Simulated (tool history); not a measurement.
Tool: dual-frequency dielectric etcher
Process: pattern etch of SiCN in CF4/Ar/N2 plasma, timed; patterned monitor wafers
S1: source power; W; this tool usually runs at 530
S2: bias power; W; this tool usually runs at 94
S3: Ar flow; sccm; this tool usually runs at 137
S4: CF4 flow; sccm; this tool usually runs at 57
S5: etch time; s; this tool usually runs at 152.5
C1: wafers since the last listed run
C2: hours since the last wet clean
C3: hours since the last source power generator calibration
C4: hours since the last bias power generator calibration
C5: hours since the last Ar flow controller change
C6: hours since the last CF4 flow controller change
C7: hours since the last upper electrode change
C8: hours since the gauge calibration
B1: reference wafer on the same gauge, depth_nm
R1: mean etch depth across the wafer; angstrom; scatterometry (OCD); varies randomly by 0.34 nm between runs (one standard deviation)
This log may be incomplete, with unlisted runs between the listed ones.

run 1 hour=0.0 | S1=530 S2=94 S3=137 S4=57 S5=152.5 | C1=0 C2=356.4 C3=1434.0 C4=3043.0 C5=2325.6 C6=5096.1 C7=4349.7 C8=392.7 | B1=133.0 | R1=1458
run 2 hour=16.9 | S1=530 S2=94 S3=137 S4=57 S5=152.5 | C1=189 C2=373.3 C3=1450.9 C4=3059.9 C5=2342.5 C6=5113.0 C7=4366.6 C8=409.6 | B1=133.0 | R1=1461
run 3 hour=38.3 | S1=530 S2=94 S3=137 S4=57 S5=152.5 | C1=240 C2=394.7 C3=1472.3 C4=3081.3 C5=2363.9 C6=5134.4 C7=4388.0 C8=431.0 | B1=132.9 | R1=1457
-- hour=70.3 upper electrode replaced
run 4 hour=70.8 | S1=530 S2=81 S3=137 S4=57 S5=152.5 | C1=95 C2=427.2 C3=1504.8 C4=3113.8 C5=2396.4 C6=5166.9 C7=0.5 C8=463.5 | B1=133.1 | R1=1418
-- hour=101.8 source power generator calibrated
run 5 hour=102.3 | S1=530 S2=81 S3=137 S4=57 S5=152.5 | C1=308 C2=458.7 C3=0.5 C4=3145.3 C5=2427.9 C6=5198.4 C7=32.0 C8=495.0 | B1=133.1 | R1=1452
run 6 hour=132.2 | S1=530 S2=94 S3=137 S4=47 S5=152.5 | C1=335 C2=488.6 C3=30.4 C4=3175.2 C5=2457.8 C6=5228.3 C7=61.9 C8=524.9 | B1=133.1 | R1=1453
run 7 hour=152.7 | S1=530 S2=94 S3=137 S4=57 S5=152.5 | C1=229 C2=509.1 C3=50.9 C4=3195.7 C5=2478.3 C6=5248.8 C7=82.4 C8=545.4 | B1=133.0 | R1=1504
-- hour=182.7 CF4 flow controller replaced
run 8 hour=183.2 | S1=530 S2=94 S3=137 S4=57 S5=183.5 | C1=274 C2=539.6 C3=81.4 C4=3226.2 C5=2508.8 C6=0.5 C7=112.9 C8=575.9 | B1=133.1 | R1=1799
-- hour=192.4 Ar flow controller replaced
run 9 hour=207.3 | S1=530 S2=94 S3=118 S4=57 S5=152.5 | C1=203 C2=563.7 C3=105.5 C4=3250.3 C5=14.9 C6=24.6 C7=137.0 C8=600.0 | B1=132.9 | R1=1528
run 10 hour=239.8 | S1=530 S2=116 S3=111 S4=57 S5=113.0 | C1=364 C2=596.2 C3=138.0 C4=3282.8 C5=47.4 C6=57.1 C7=169.5 C8=632.5 | B1=133.1 | R1=1196
-- hour=270.7 wet clean of the chamber
run 11 hour=271.2 | S1=530 S2=94 S3=137 S4=61 S5=170.0 | C1=83 C2=0.5 C3=169.4 C4=3314.2 C5=78.8 C6=88.5 C7=200.9 C8=663.9 | B1=133.0 | R1=1668
run 12 hour=287.2 | S1=470 S2=94 S3=137 S4=57 S5=119.0 | C1=179 C2=16.5 C3=185.4 C4=3330.2 C5=94.8 C6=104.5 C7=216.9 C8=679.9 | B1=133.1 | R1=1094
run 13 hour=314.9 | S1=530 S2=94 S3=137 S4=57 S5=152.5 | C1=310 C2=44.2 C3=213.1 C4=3357.9 C5=122.5 C6=132.2 C7=244.6 C8=707.6 | B1=132.9 | R1=1480
run 14 hour=332.6 | S1=580 S2=94 S3=161 S4=57 S5=152.5 | C1=198 C2=61.9 C3=230.8 C4=3375.6 C5=140.2 C6=149.9 C7=262.3 C8=725.3 | B1=132.9 | R1=1525
run 15 hour=351.5 | S1=570 S2=94 S3=163 S4=57 S5=152.5 | C1=212 C2=80.8 C3=249.7 C4=3394.5 C5=159.1 C6=168.8 C7=281.2 C8=744.2 | B1=133.1 | R1=1508
-- hour=359.0 bias power generator calibrated
run 16 hour=371.6 | S1=530 S2=108 S3=137 S4=63 S5=152.5 | C1=180 C2=100.9 C3=269.8 C4=12.6 C5=179.2 C6=188.9 C7=301.3 C8=764.3 | B1=133.0 | R1=1556
run 17 hour=386.7 | S1=610 S2=75 S3=137 S4=53 S5=196.0 | C1=169 C2=116.0 C3=284.9 C4=27.7 C5=194.3 C6=204.0 C7=316.4 C8=779.4 | B1=133.0 | R1=1929
-- hour=387.5 gauge calibrated
run 18 hour=409.8 | S1=530 S2=94 S3=137 S4=57 S5=152.5 | C1=259 C2=139.1 C3=308.0 C4=50.8 C5=217.4 C6=227.1 C7=339.5 C8=22.3 | B1=133.0 | R1=1483

Forecast run 19:
run 19 hour=427.6 | S1=530 S2=94 S3=162 S4=57 S5=152.5 | C1=199 C2=156.9 C3=325.8 C4=68.6 C5=235.2 C6=244.9 C7=357.3 C8=40.1 | B1=? | R1=?

B1: 132.9
R1: 1451 angstrom
Were there no unlogged condition in the tool, this run, its random variation unchanged, would have produced R1 1457 angstrom.

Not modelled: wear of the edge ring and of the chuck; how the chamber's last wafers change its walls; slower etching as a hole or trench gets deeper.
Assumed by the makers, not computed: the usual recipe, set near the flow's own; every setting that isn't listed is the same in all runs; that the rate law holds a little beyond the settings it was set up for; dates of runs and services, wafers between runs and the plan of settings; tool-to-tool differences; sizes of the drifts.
